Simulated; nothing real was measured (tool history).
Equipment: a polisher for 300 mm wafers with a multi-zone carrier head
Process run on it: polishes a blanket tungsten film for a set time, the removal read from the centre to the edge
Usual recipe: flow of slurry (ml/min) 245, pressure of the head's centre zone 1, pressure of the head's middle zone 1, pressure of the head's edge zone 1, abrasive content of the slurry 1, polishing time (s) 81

run	hour	flow of slurry (ml/min)	pressure of the head's centre zone	pressure of the head's middle zone	pressure of the head's edge zone	abrasive content of the slurry	polishing time (s)	wafers since the last listed run	wafers polished on this pad	hours since the slurry nozzle was cleaned	hours since the centre zone pressure was calibrated	hours since the edge zone pressure was calibrated	hours since the carrier head's membrane was replaced	incoming thickness of the incoming film, nm	film removed at the wafer's centre (angstrom)	film removed at mid-radius (angstrom)	film removed at the wafer's edge (angstrom)
1	0	245	1	1	1	1	81	0	400	198.9	106.6	211.8	391.9	1334.4	4308	4271	4304
# hour 149.9: slurry nozzle cleaned
2	247.7	245	1	1	1	1	81	3004	3405	97.8	354.3	459.5	639.6	1367.7	4231	4298	4293
# hour 315.3: worn pad replaced by a new one
3	315.8	245	1	1	1	1	81	780	5	165.9	422.4	527.6	707.7	1346.1	4180	4315	4275
# hour 349: edge zone pressure recalibrated
4	373	245	1	1	1	1	81	672	678	223.1	479.6	24	764.9	1359.3	4189	4217	4248
5	433.8	245	1	1	1	1	81	740	1418	283.9	540.4	84.8	825.7	1363.2	4142	4171	4103
# hour 516.1: slurry nozzle cleaned
# hour 529.4: carrier head's membrane replaced by a new one
6	540.6	245	1	1	1	1	81	1227	2646	24.5	647.2	191.6	11.2	1355.3	4293	4295	4422
# hour 635: worn pad replaced by a new one
7	640.1	245	1	1	1	1	81	1163	61	124	746.7	291.1	110.7	1355.5	4252	4312	4254
8	700	245	1	1	1	1	81	729	791	183.9	806.6	351	170.6	1349	4235	4274	4280
9	758.8	245	1	1	1	1	81	716	1507	242.7	865.4	409.8	229.4	1365.4	4271	4278	4233
# hour 832.8: centre zone pressure recalibrated
10	837	245	0.94	0.92	1	1	81	928	2435	320.9	4.2	488	307.6	1361	3829	3892	4084
# hour 875.4: slurry nozzle cleaned
11	902.2	245	1	1	1	1	103	781	3217	26.8	69.4	553.2	372.8	1348.6	5522	5574	5471
# hour 949.2: worn pad replaced by a new one
12	1001.7	245	1	1	1	0.7	81	1163	639	126.3	168.9	652.7	472.3	1348.6	3667	3723	3629
# hour 1037.9: edge zone pressure recalibrated
13	1104.2	245	1.03	1.05	1.11	0.75	81	1224	1863	228.8	271.4	66.3	574.8	1337.6	3761	3830	4011
# hour 1187: slurry nozzle cleaned
# hour 1259.7: carrier head's membrane replaced by a new one
# hour 1286.3: worn pad replaced by a new one
14	1363.3	245	1	1	1	1	81	3034	938	176.3	530.5	325.4	103.6	1385.8	4263	4300	4260
15	1427.3	245	1	1	1	0.75	81	779	1717	240.3	594.5	389.4	167.6	1376.5	3714	3766	3710
16	1501.9	315	1	0.94	0.96	1	90	908	2626	314.9	669.1	464	242.2	1364.9	4719	4565	4668
# hour 1527.4: slurry nozzle cleaned
17	1545.9	245	1	0.9	1	0.75	81	523	3149	18.5	713.1	508	286.2	1351.6	3745	3611	3817
# hour 1573.8: edge zone pressure recalibrated
# hour 1578.3: worn pad replaced by a new one
18	1641.3	245	1	1	1	1	81	1088	767	113.9	808.5	67.5	381.6	1356.8	4261	4307	4266
# hour 1646.6: centre zone pressure recalibrated
19	1700.4	285	1	1.1	1	1	81	695	1462	173	53.8	126.6	440.7	1359.2	4275	4542	4370

Here are 4 independent what-if runs from the current tool condition. What would each one return?
A	1700.9	245	1	1	1	1	59	6	1468	173.5	54.3	127.1	441.2	1364.7	?	?	?
B	1700.9	195	1	1	1	1	81	6	1468	173.5	54.3	127.1	441.2	1364.7	?	?	?
C	1700.9	245	1	1	1	1	92	6	1468	173.5	54.3	127.1	441.2	1364.7	?	?	?
D	1700.9	245	0.92	0.94	1.04	1.1	81	6	1468	173.5	54.3	127.1	441.2	1364.7	?	?	?

run	film removed at the wafer's centre (angstrom)	film removed at mid-radius (angstrom)	film removed at the wafer's edge (angstrom)
A	3112	3090	3075
B	4082	4075	4098
C	4852	4819	4795
D	4119	4245	4469
The same runs, with their run-to-run variation unchanged, on a tool lacking any hidden condition would have given:
run	film removed at the wafer's centre (angstrom)	film removed at mid-radius (angstrom)	film removed at the wafer's edge (angstrom)
A	3192	3162	3128
B	4219	4195	4187
C	4977	4930	4877
D	4225	4343	4546

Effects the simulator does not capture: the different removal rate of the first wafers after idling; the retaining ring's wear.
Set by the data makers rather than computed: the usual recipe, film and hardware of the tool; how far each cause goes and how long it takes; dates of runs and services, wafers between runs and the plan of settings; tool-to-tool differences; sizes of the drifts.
